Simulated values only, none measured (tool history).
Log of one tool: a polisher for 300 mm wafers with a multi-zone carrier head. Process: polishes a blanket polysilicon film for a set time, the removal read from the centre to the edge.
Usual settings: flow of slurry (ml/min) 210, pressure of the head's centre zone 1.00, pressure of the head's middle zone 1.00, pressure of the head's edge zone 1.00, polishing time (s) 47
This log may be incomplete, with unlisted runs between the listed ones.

| run | hour | flow of slurry (ml/min) | pressure of the head's centre zone | pressure of the head's middle zone | pressure of the head's edge zone | polishing time (s) | wafers since the last listed run | wafers polished on this pad | hours since the slurry nozzle was cleaned | hours since the centre zone pressure was calibrated | hours since the edge zone pressure was calibrated | hours since the carrier head's membrane was replaced | incoming thickness of the incoming film, nm | film removed at the wafer's centre (nm) | film removed at mid-radius (nm) | film removed at the wafer's edge (nm) |
|---|---|---|---|---|---|---|---|---|---|---|---|---|---|---|---|---|
| 1 | 0.0 | 210 | 1.00 | 1.09 | 0.92 | 47 | 0 | 196 | 130.6 | 63.6 | 26.8 | 169.5 | 2178.8 | 557.2 | 578.3 | 517.1 |
| 2 | 8.1 | 210 | 1.00 | 0.91 | 1.00 | 47 | 76 | 272 | 138.7 | 71.7 | 34.9 | 177.6 | 2168.1 | 537.6 | 508.9 | 538.3 |
| 3 | 17.7 | 250 | 1.00 | 1.00 | 1.00 | 35 | 90 | 362 | 148.3 | 81.3 | 44.5 | 187.2 | 2192.3 | 402.8 | 405.0 | 397.8 |
| 4 | 28.3 | 240 | 1.04 | 1.08 | 1.00 | 47 | 99 | 462 | 158.9 | 91.9 | 55.1 | 197.8 | 2142.0 | 553.4 | 547.2 | 522.9 |
| 5 | 40.1 | 210 | 1.00 | 1.00 | 1.00 | 47 | 111 | 573 | 170.7 | 103.7 | 66.9 | 209.6 | 2166.6 | 530.8 | 528.4 | 517.7 |
| 6 | 49.9 | 210 | 0.90 | 1.00 | 1.00 | 47 | 92 | 665 | 180.5 | 113.5 | 76.7 | 219.4 | 2161.5 | 466.4 | 499.6 | 513.3 |
| 7 | 67.0 | 210 | 0.91 | 1.00 | 1.00 | 47 | 160 | 826 | 197.6 | 130.6 | 93.8 | 236.5 | 2118.1 | 473.1 | 503.7 | 507.4 |
| 8 | 74.4 | 210 | 1.00 | 0.97 | 1.00 | 47 | 69 | 896 | 205.0 | 138.0 | 101.2 | 243.9 | 2132.0 | 502.5 | 494.1 | 503.4 |
| 9 | 84.1 | 210 | 1.00 | 1.00 | 1.00 | 51 | 91 | 987 | 214.7 | 147.7 | 110.9 | 253.6 | 2155.8 | 544.8 | 538.2 | 536.2 |
| 10 | 93.3 | 210 | 1.00 | 1.00 | 1.00 | 47 | 86 | 1074 | 223.9 | 156.9 | 120.1 | 262.8 | 2162.9 | 487.9 | 482.2 | 490.7 |
|  | 112.4 | worn pad replaced by a new one |
| 11 | 112.9 | 210 | 1.00 | 1.00 | 1.12 | 47 | 146 | 4 | 243.5 | 176.5 | 139.7 | 282.4 | 2149.6 | 541.0 | 556.9 | 577.0 |
| 12 | 117.7 | 210 | 1.08 | 1.00 | 1.00 | 57 | 45 | 50 | 248.3 | 181.3 | 144.5 | 287.2 | 2164.9 | 730.4 | 651.5 | 661.2 |
| 13 | 128.6 | 210 | 0.95 | 1.00 | 0.88 | 47 | 102 | 152 | 259.2 | 192.2 | 155.4 | 298.1 | 2165.7 | 521.7 | 526.7 | 506.0 |
| 14 | 145.1 | 210 | 1.00 | 1.00 | 1.00 | 47 | 155 | 307 | 275.7 | 208.7 | 171.9 | 314.6 | 2144.7 | 531.5 | 525.9 | 534.7 |
| 15 | 157.0 | 275 | 1.00 | 1.00 | 1.00 | 53 | 111 | 419 | 287.6 | 220.6 | 183.8 | 326.5 | 2142.9 | 619.2 | 605.6 | 608.4 |
| 16 | 163.6 | 240 | 1.06 | 1.00 | 0.89 | 47 | 62 | 482 | 294.2 | 227.2 | 190.4 | 333.1 | 2141.9 | 577.9 | 522.9 | 496.8 |
| 17 | 176.4 | 210 | 1.00 | 0.91 | 1.00 | 57 | 120 | 602 | 307.0 | 240.0 | 203.2 | 345.9 | 2140.5 | 637.5 | 597.3 | 633.4 |
| 18 | 185.6 | 210 | 1.00 | 0.91 | 1.00 | 57 | 86 | 689 | 316.2 | 249.2 | 212.4 | 355.1 | 2179.9 | 617.7 | 592.9 | 622.1 |
| 19 | 197.0 | 170 | 1.00 | 1.00 | 0.90 | 57 | 107 | 796 | 327.6 | 260.6 | 223.8 | 366.5 | 2151.2 | 588.3 | 591.3 | 570.2 |
| 20 | 213.7 | 210 | 0.95 | 0.89 | 0.92 | 37 | 157 | 953 | 344.3 | 277.3 | 240.5 | 383.2 | 2156.6 | 377.6 | 363.5 | 368.9 |
| 21 | 226.6 | 235 | 1.00 | 1.00 | 0.88 | 47 | 121 | 1074 | 357.2 | 290.2 | 253.4 | 396.1 | 2144.0 | 498.8 | 503.7 | 472.1 |
| 22 | 239.3 | 210 | 1.00 | 1.00 | 1.00 | 53 | 119 | 1194 | 369.9 | 302.9 | 266.1 | 408.8 | 2185.7 | 556.0 | 536.2 | 547.7 |
|  | 243.6 | worn pad replaced by a new one |
| 23 | 251.1 | 210 | 1.00 | 1.00 | 1.00 | 47 | 73 | 70 | 381.7 | 314.7 | 277.9 | 420.6 | 2154.2 | 541.2 | 543.3 | 537.8 |
| 24 | 263.0 | 210 | 1.00 | 0.96 | 1.00 | 47 | 111 | 182 | 393.6 | 326.6 | 289.8 | 432.5 | 2167.8 | 539.8 | 523.7 | 534.5 |

How would selected steps in film removed at the wafer's centre (nm) from run to run divide? Give the signed amount a tool lacking its hidden state would still show from settings, what came in and random variation, and the signed amount left for the hidden state, including any gauge scatter that is not in both of the compared results.
Hidden state at play: removal rate lost through wear of the pad, %; slurry flow missing at the pad, %; deviation of the centre zone's pressure from its setpoint, %; deviation of the edge zone's pressure from its setpoint, %.
Run 10 -> 11: pressure of the head's edge zone 1.00 -> 1.12, worn pad replaced by a new one. film removed at the wafer's centre (nm) +53.1: hidden state +55.7, all else -2.6.
Run 12 -> 13: pressure of the head's centre zone 1.08 -> 0.95, pressure of the head's edge zone 1.00 -> 0.88, polishing time (s) 57 -> 47. film removed at the wafer's centre (nm) -208.7: hidden state -3.1, all else -205.6.
Run 19 -> 20: flow of slurry (ml/min) 170 -> 210, pressure of the head's centre zone 1.00 -> 0.95, pressure of the head's middle zone 1.00 -> 0.89, pressure of the head's edge zone 0.90 -> 0.92, polishing time (s) 57 -> 37. film removed at the wafer's centre (nm) -210.7: hidden state +12.5, all else -223.2.
Run 22 -> 23: polishing time (s) 53 -> 47, worn pad replaced by a new one. film removed at the wafer's centre (nm) -14.8: hidden state +67.5, all else -82.3.
